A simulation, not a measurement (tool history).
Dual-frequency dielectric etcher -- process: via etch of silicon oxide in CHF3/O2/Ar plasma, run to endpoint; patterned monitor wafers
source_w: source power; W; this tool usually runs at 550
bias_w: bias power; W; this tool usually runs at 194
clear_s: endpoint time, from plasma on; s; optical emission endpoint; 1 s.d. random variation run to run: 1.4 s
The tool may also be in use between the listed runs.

| run | day | source_w | bias_w | wafers since the last listed run | hours since the last wet clean | hours since the last source power generator calibration | hours since the last bias power generator calibration | hours since the last upper electrode change | incoming incoming film thickness, nm | clear_s |
|---|---|---|---|---|---|---|---|---|---|---|
| 1 | 0 | 550 | 194 | 0 | 258 | 4347.3 | 3634.5 | 4529.7 | 832.9 | 461.6 |
| 2 | 1.125 | 550 | 194 | 148 | 285 | 4374.3 | 3661.5 | 4556.7 | 827.7 | 456.9 |
|  | 2.479 | wet clean of the chamber |
| 3 | 2.746 | 550 | 194 | 82 | 6.4 | 4413.2 | 3700.4 | 4595.6 | 819.8 | 467.2 |
| 4 | 5.183 | 550 | 194 | 322 | 64.9 | 4471.7 | 3758.9 | 4654.1 | 834 | 474.3 |
| 5 | 7.792 | 550 | 194 | 345 | 127.5 | 4534.3 | 3821.5 | 4716.7 | 829.3 | 468.4 |
|  | 10.308 | source power generator calibrated |
| 6 | 10.788 | 550 | 194 | 374 | 199.4 | 11.5 | 3893.4 | 4788.6 | 834.4 | 466.5 |
| 7 | 13.204 | 460 | 194 | 319 | 257.4 | 69.5 | 3951.4 | 4846.6 | 830.9 | 482.9 |
| 8 | 14.946 | 550 | 194 | 230 | 299.2 | 111.3 | 3993.2 | 4888.4 | 834.7 | 462.3 |
| 9 | 16.338 | 450 | 194 | 184 | 332.6 | 144.7 | 4026.6 | 4921.8 | 830.6 | 481.2 |
|  | 19.288 | wet clean of the chamber |
| 10 | 19.308 | 550 | 194 | 260 | 0.5 | 216 | 4097.9 | 4993.1 | 835 | 480.6 |
|  | 22.475 | upper electrode replaced |
|  | 23.054 | bias power generator calibrated |
| 11 | 23.542 | 640 | 194 | 405 | 102.1 | 317.6 | 11.7 | 25.6 | 830.9 | 451.7 |
| 12 | 24.762 | 480 | 221 | 161 | 131.4 | 346.9 | 41 | 54.9 | 828.8 | 467.5 |
|  | 32.904 | wet clean of the chamber |
| 13 | 32.925 | 490 | 194 | 948 | 0.5 | 542.8 | 236.9 | 250.8 | 832.9 | 491.4 |
| 14 | 33.838 | 550 | 223 | 120 | 22.4 | 564.7 | 258.8 | 272.7 | 827 | 454.7 |

Run-by-run hidden state of the tool:
source power that arrives over what is set, %: 0, the same for each run
bias power that arrives over what is set, %: 0, the same for each run
H1: etch rate over this chamber's usual, %
| run | H1 |
|---|---|
| 1 | 2.64 |
| 2 | 2.9 |
| 3 | -0.376 |
| 4 | 0.186 |
| 5 | 0.787 |
| 6 | 1.48 |
| 7 | 2.04 |
| 8 | 2.44 |
| 9 | 2.76 |
| 10 | -0.43 |
| 11 | 0.546 |
| 12 | 0.828 |
| 13 | -0.23 |
| 14 | -0.02 |

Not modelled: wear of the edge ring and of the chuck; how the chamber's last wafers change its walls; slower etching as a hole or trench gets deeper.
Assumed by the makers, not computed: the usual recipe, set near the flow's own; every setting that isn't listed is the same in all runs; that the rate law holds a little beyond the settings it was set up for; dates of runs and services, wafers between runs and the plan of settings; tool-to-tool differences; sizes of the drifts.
